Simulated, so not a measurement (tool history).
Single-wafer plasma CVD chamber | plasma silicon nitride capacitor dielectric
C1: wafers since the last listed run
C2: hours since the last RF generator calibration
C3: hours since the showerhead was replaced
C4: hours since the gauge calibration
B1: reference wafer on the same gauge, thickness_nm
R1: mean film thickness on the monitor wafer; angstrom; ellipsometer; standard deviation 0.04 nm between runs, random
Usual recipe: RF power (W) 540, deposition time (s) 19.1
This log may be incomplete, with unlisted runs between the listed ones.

run 1 hour=0.0 | RF_power_(W)=490 deposition_time_(s)=19.1 | C1=0 C2=1877.7 C3=4186.1 C4=207.3 | B1=29.083 | R1=254.42
run 2 hour=15.0 | RF_power_(W)=490 deposition_time_(s)=19.1 | C1=381 C2=1892.7 C3=4201.1 C4=222.3 | B1=29.083 | R1=253.73
run 3 hour=21.2 | RF_power_(W)=490 deposition_time_(s)=19.1 | C1=157 C2=1898.9 C3=4207.3 C4=228.5 | B1=29.103 | R1=254.41
run 4 hour=31.2 | RF_power_(W)=540 deposition_time_(s)=19.1 | C1=254 C2=1908.9 C3=4217.3 C4=238.5 | B1=29.099 | R1=261.80
run 5 hour=46.2 | RF_power_(W)=540 deposition_time_(s)=19.1 | C1=381 C2=1923.9 C3=4232.3 C4=253.5 | B1=29.085 | R1=262.04
run 6 hour=56.2 | RF_power_(W)=540 deposition_time_(s)=19.1 | C1=254 C2=1933.9 C3=4242.3 C4=263.5 | B1=29.106 | R1=261.35
run 7 hour=70.7 | RF_power_(W)=570 deposition_time_(s)=18.2 | C1=369 C2=1948.4 C3=4256.8 C4=278.0 | B1=29.087 | R1=253.59
run 8 hour=84.9 | RF_power_(W)=570 deposition_time_(s)=18.2 | C1=361 C2=1962.6 C3=4271.0 C4=292.2 | B1=29.095 | R1=253.73
run 9 hour=100.2 | RF_power_(W)=570 deposition_time_(s)=18.2 | C1=389 C2=1977.9 C3=4286.3 C4=307.5 | B1=29.091 | R1=253.34
run 10 hour=111.2 | RF_power_(W)=565 deposition_time_(s)=19.1 | C1=280 C2=1988.9 C3=4297.3 C4=318.5 | B1=29.100 | R1=265.24
run 11 hour=117.5 | RF_power_(W)=565 deposition_time_(s)=19.1 | C1=160 C2=1995.2 C3=4303.6 C4=324.8 | B1=29.103 | R1=265.25
-- hour=119.1 gauge calibrated
run 12 hour=131.9 | RF_power_(W)=565 deposition_time_(s)=19.1 | C1=366 C2=2009.6 C3=4318.0 C4=12.8 | B1=29.104 | R1=264.96
run 13 hour=145.0 | RF_power_(W)=605 deposition_time_(s)=19.1 | C1=333 C2=2022.7 C3=4331.1 C4=25.9 | B1=29.123 | R1=270.99
run 14 hour=161.7 | RF_power_(W)=605 deposition_time_(s)=19.1 | C1=425 C2=2039.4 C3=4347.8 C4=42.6 | B1=29.123 | R1=271.06
run 15 hour=183.9 | RF_power_(W)=540 deposition_time_(s)=19.1 | C1=565 C2=2061.6 C3=4370.0 C4=64.8 | B1=29.090 | R1=260.73
run 16 hour=194.0 | RF_power_(W)=540 deposition_time_(s)=19.1 | C1=257 C2=2071.7 C3=4380.1 C4=74.9 | B1=29.093 | R1=260.85
run 17 hour=201.7 | RF_power_(W)=540 deposition_time_(s)=19.1 | C1=196 C2=2079.4 C3=4387.8 C4=82.6 | B1=29.116 | R1=261.00
run 18 hour=215.2 | RF_power_(W)=540 deposition_time_(s)=16.4 | C1=343 C2=2092.9 C3=4401.3 C4=96.1 | B1=29.103 | R1=224.43
run 19 hour=227.5 | RF_power_(W)=540 deposition_time_(s)=16.4 | C1=313 C2=2105.2 C3=4413.6 C4=108.4 | B1=29.095 | R1=224.06
run 20 hour=235.7 | RF_power_(W)=540 deposition_time_(s)=19.1 | C1=208 C2=2113.4 C3=4421.8 C4=116.6 | B1=29.089 | R1=261.37
run 21 hour=243.0 | RF_power_(W)=540 deposition_time_(s)=19.1 | C1=185 C2=2120.7 C3=4429.1 C4=123.9 | B1=29.113 | R1=261.12
run 22 hour=253.7 | RF_power_(W)=540 deposition_time_(s)=19.1 | C1=272 C2=2131.4 C3=4439.8 C4=134.6 | B1=29.075 | R1=261.29
run 23 hour=284.4 | RF_power_(W)=600 deposition_time_(s)=16.6 | C1=781 C2=2162.1 C3=4470.5 C4=165.3 | B1=29.104 | R1=233.32
run 24 hour=300.7 | RF_power_(W)=540 deposition_time_(s)=19.1 | C1=415 C2=2178.4 C3=4486.8 C4=181.6 | B1=29.101 | R1=261.08
run 25 hour=311.7 | RF_power_(W)=630 deposition_time_(s)=17.8 | C1=280 C2=2189.4 C3=4497.8 C4=192.6 | B1=29.102 | R1=254.54
run 26 hour=318.9 | RF_power_(W)=540 deposition_time_(s)=19.1 | C1=183 C2=2196.6 C3=4505.0 C4=199.8 | B1=29.079 | R1=260.87
run 27 hour=333.9 | RF_power_(W)=540 deposition_time_(s)=19.1 | C1=381 C2=2211.6 C3=4520.0 C4=214.8 | B1=29.097 | R1=260.58
run 28 hour=343.2 | RF_power_(W)=505 deposition_time_(s)=17.2 | C1=236 C2=2220.9 C3=4529.3 C4=224.1 | B1=29.098 | R1=230.06
run 29 hour=360.3 | RF_power_(W)=565 deposition_time_(s)=17.4 | C1=435 C2=2238.0 C3=4546.4 C4=241.2 | B1=29.095 | R1=240.95
-- hour=372.8 RF generator calibrated
run 30 hour=373.3 | RF_power_(W)=505 deposition_time_(s)=19.1 | C1=127 C2=0.5 C3=4559.4 C4=254.2 | B1=29.107 | R1=261.74
-- hour=378.6 gauge calibrated
run 31 hour=381.0 | RF_power_(W)=580 deposition_time_(s)=19.1 | C1=196 C2=8.2 C3=4567.1 C4=2.4 | B1=29.122 | R1=273.67
-- hour=389.5 showerhead replaced
run 32 hour=397.8 | RF_power_(W)=490 deposition_time_(s)=16.0 | C1=224 C2=25.0 C3=8.3 C4=19.2 | B1=29.110 | R1=217.72
run 33 hour=406.3 | RF_power_(W)=600 deposition_time_(s)=21.2 | C1=216 C2=33.5 C3=16.8 C4=27.7 | B1=29.085 | R1=306.83
run 34 hour=420.8 | RF_power_(W)=570 deposition_time_(s)=18.2 | C1=369 C2=48.0 C3=31.3 C4=42.2 | B1=29.093 | R1=258.45
run 35 hour=431.1 | RF_power_(W)=540 deposition_time_(s)=19.1 | C1=262 C2=58.3 C3=41.6 C4=52.5 | B1=29.106 | R1=266.81
run 36 hour=442.4 | RF_power_(W)=495 deposition_time_(s)=20.3 | C1=287 C2=69.6 C3=52.9 C4=63.8 | B1=29.099 | R1=275.65
run 37 hour=455.0 | RF_power_(W)=610 deposition_time_(s)=15.6 | C1=320 C2=82.2 C3=65.5 C4=76.4 | B1=29.104 | R1=226.64
run 38 hour=470.7 | RF_power_(W)=540 deposition_time_(s)=19.1 | C1=399 C2=97.9 C3=81.2 C4=92.1 | B1=29.085 | R1=266.60
run 39 hour=484.7 | RF_power_(W)=645 deposition_time_(s)=22.8 | C1=356 C2=111.9 C3=95.2 C4=106.1 | B1=29.100 | R1=336.08
run 40 hour=502.3 | RF_power_(W)=570 deposition_time_(s)=20.8 | C1=448 C2=129.5 C3=112.8 C4=123.7 | B1=29.078 | R1=295.85
run 41 hour=514.6 | RF_power_(W)=640 deposition_time_(s)=21.9 | C1=313 C2=141.8 C3=125.1 C4=136.0 | B1=29.099 | R1=322.41
run 42 hour=527.6 | RF_power_(W)=495 deposition_time_(s)=21.0 | C1=331 C2=154.8 C3=138.1 C4=149.0 | B1=29.102 | R1=285.55

Give the tool's hidden conditions for every run:
gauge reads high (%): 0 on each run
H1: delivered RF power above the setpoint (%)
run=1 H1=-7.37
run=2 H1=-7.42
run=3 H1=-7.45
run=4 H1=-7.49
run=5 H1=-7.54
run=6 H1=-7.58
run=7 H1=-7.64
run=8 H1=-7.69
run=9 H1=-7.75
run=10 H1=-7.79
run=11 H1=-7.81
run=12 H1=-7.87
run=13 H1=-7.92
run=14 H1=-7.98
run=15 H1=-8.06
run=16 H1=-8.1
run=17 H1=-8.13
run=18 H1=-8.18
run=19 H1=-8.23
run=20 H1=-8.26
run=21 H1=-8.29
run=22 H1=-8.33
run=23 H1=-8.44
run=24 H1=-8.51
run=25 H1=-8.55
run=26 H1=-8.57
run=27 H1=-8.63
run=28 H1=-8.67
run=29 H1=-8.73
run=30 H1=-0.83
run=31 H1=-0.859
run=32 H1=-0.922
run=33 H1=-0.954
run=34 H1=-1.01
run=35 H1=-1.05
run=36 H1=-1.09
run=37 H1=-1.14
run=38 H1=-1.2
run=39 H1=-1.25
run=40 H1=-1.32
run=41 H1=-1.36
run=42 H1=-1.41
